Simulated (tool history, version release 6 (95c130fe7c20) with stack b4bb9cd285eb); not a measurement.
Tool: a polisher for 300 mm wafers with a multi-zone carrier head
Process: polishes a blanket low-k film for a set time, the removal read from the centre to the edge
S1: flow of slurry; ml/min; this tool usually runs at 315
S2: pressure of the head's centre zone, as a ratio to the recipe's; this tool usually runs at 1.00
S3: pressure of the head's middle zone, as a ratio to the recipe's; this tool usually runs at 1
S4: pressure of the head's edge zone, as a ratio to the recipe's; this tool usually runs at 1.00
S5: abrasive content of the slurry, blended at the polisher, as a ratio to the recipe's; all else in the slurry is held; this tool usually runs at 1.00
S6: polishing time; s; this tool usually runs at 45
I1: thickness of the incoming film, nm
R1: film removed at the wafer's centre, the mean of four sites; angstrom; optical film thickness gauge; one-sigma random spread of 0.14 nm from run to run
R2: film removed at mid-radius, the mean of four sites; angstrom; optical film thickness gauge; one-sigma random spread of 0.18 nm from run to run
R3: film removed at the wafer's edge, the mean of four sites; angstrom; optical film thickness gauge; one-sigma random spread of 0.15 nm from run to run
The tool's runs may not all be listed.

run	hour	S1	S2	S3	S4	S5	S6	I1	R1	R2	R3
1	0.0	315	1.00	1	1.00	1.00	45	322.2	147	152	148
2	16.7	315	1.00	1	1.00	1.00	45	323.3	146	150	146
3	23.9	315	1.00	1	1.00	1.00	45	319.3	147	147	145
4	32.6	315	1.00	1	1.00	1.00	45	315.4	149	148	143
5	41.3	315	1.00	1	1.00	1.00	45	320.7	146	147	143
6	50.9	315	1.00	1	1.00	1.00	45	319.8	144	146	144
7	64.9	315	1.00	1	1.00	1.00	45	322.3	143	145	140
# hour 71.2: centre zone pressure recalibrated
8	72.7	315	1.00	1	1.00	1.00	52	314.6	167	167	163
# hour 79.5: worn pad replaced by a new one
9	80.0	370	1.00	1	1.09	1.00	45	319.8	138	138	141
# hour 82.9: edge zone pressure recalibrated
10	94.4	315	1.00	1	1.00	1.00	45	314.2	135	138	133
# hour 102.1: worn pad replaced by a new one, repeated, since the last time left the tool worse
# hour 103.2: slurry nozzle cleaned
11	110.2	370	1.00	1	1.00	1.00	45	317.9	151	154	148
12	118.1	415	1.00	1	1.00	1.00	45	318.9	152	156	148
# hour 129.0: carrier head's membrane replaced by a new one
13	135.9	220	1.00	1	1.00	0.85	45	313.1	133	136	133
14	146.9	385	0.89	1	1.00	1.00	45	317.8	134	150	144
15	153.7	315	1.00	1	1.00	0.75	45	321.1	129	136	129
16	165.9	315	1.00	1	1.00	1.00	45	322.0	147	145	145
17	174.2	315	0.91	1	1.00	1.00	45	316.8	130	146	145

Consider 3 possible next runs. They are alternatives, not a sequence: every one starts from the tool as it was left by run 17. What does each give?
A	174.6	315	1.00	1	1.00	1.00	45	321.7	?	?	?
B	174.6	280	1.11	1	1.00	0.80	57	321.7	?	?	?
C	174.6	250	1.00	1	0.91	1.00	31	321.7	?	?	?

run	R1	R2	R3
A	145	146	142
B	185	167	163
C	97	98	92
With the hidden condition removed and each run's random variation left untouched, the same runs would have given:
run	R1	R2	R3
A	150	151	146
B	191	173	168
C	100	101	95
